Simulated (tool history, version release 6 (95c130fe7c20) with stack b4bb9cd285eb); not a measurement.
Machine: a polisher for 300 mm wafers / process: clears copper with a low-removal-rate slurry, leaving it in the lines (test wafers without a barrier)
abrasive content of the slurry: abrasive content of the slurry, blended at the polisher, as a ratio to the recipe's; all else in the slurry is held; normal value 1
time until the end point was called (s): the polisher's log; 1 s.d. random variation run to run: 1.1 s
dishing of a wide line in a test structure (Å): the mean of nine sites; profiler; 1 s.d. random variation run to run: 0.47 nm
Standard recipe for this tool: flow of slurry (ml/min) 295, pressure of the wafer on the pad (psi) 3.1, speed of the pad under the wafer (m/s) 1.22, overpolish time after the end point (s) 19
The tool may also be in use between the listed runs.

run,hour,flow of slurry (ml/min),pressure of the wafer on the pad (psi),speed of the pad under the wafer (m/s),abrasive content of the slurry,overpolish time after the end point (s),wafers since the last listed run,wafers polished on this pad,hours since the slurry nozzle was cleaned,hours since the head pressure was calibrated,hours since the slurry blender was calibrated,"incoming thickness of the incoming film, nm",time until the end point was called (s),dishing of a wide line in a test structure (Å)
1,0,295,3.1,1.22,1,12,0,307,371.8,150.3,135,437.8,128.2,227
2,80,295,3.1,1.22,1,12,379,686,451.8,230.3,215,431.9,130.1,222
3,117.7,295,3.1,1.22,1,12,178,865,489.5,268,252.7,433.5,132.7,226
# hour 164.3: slurry nozzle cleaned
# hour 174.6: slurry blender recalibrated
# hour 251.5: worn pad replaced by a new one
4,413,295,2.8,1.22,1,19,1365,765,248.7,563.3,238.4,427,144.2,273
5,460.3,295,2.8,1.22,1,19,224,989,296,610.6,285.7,430.1,144.3,272
# hour 468.3: head pressure recalibrated
# hour 516: worn pad replaced by a new one
# hour 537.9: slurry blender recalibrated
6,557,295,2.8,1.22,1,19,420,184,392.7,88.7,19.1,430.1,139.1,275
# hour 632: slurry nozzle cleaned
7,653.5,295,3.1,1.22,1,19,452,637,21.5,185.2,115.6,434.7,131.5,289
8,742.7,295,3.5,1.22,0.85,19,422,1060,110.7,274.4,204.8,435.8,122.3,305
# hour 806.2: worn pad replaced by a new one
9,837.3,295,3.1,1.54,0.75,16,429,147,205.3,369,299.4,423.6,105,290
# hour 847.2: slurry blender recalibrated
10,930.8,295,3.1,1.22,1,19,433,580,298.8,462.5,83.6,431.9,129.8,277
11,1012.5,295,4.2,1.42,0.7,26,387,968,380.5,544.2,165.3,429.8,90.1,373
# hour 1033.8: head pressure recalibrated
12,1068.8,375,3.1,1.22,1.2,19,257,1225,436.8,35,221.6,426.2,126.1,292
# hour 1120.9: worn pad replaced by a new one
# hour 1124.9: slurry nozzle cleaned
13,1163.7,200,2.3,1,1,19,425,198,38.8,129.9,316.5,431.7,204.6,227
# hour 1170.5: slurry blender recalibrated
14,1248,295,3.1,1.22,1.1,19,389,588,123.1,214.2,77.5,426.4,124.7,293

Exercise: give the hidden state of the tool at every run:
slurry flow missing at the pad, %: 0 across all the runs
deviation of the head's pressure from its setpoint, %: 0 across all the runs
abrasive missing from the slurry, %: 0 across all the runs
H1: removal rate lost through wear of the pad, %
run,H1
1,5.65
2,8.43
3,9.16
4,7.88
5,8.63
6,4.67
7,8.61
8,10.1
9,4.17
10,8.42
11,10
12,10.6
13,3.7
14,7.26
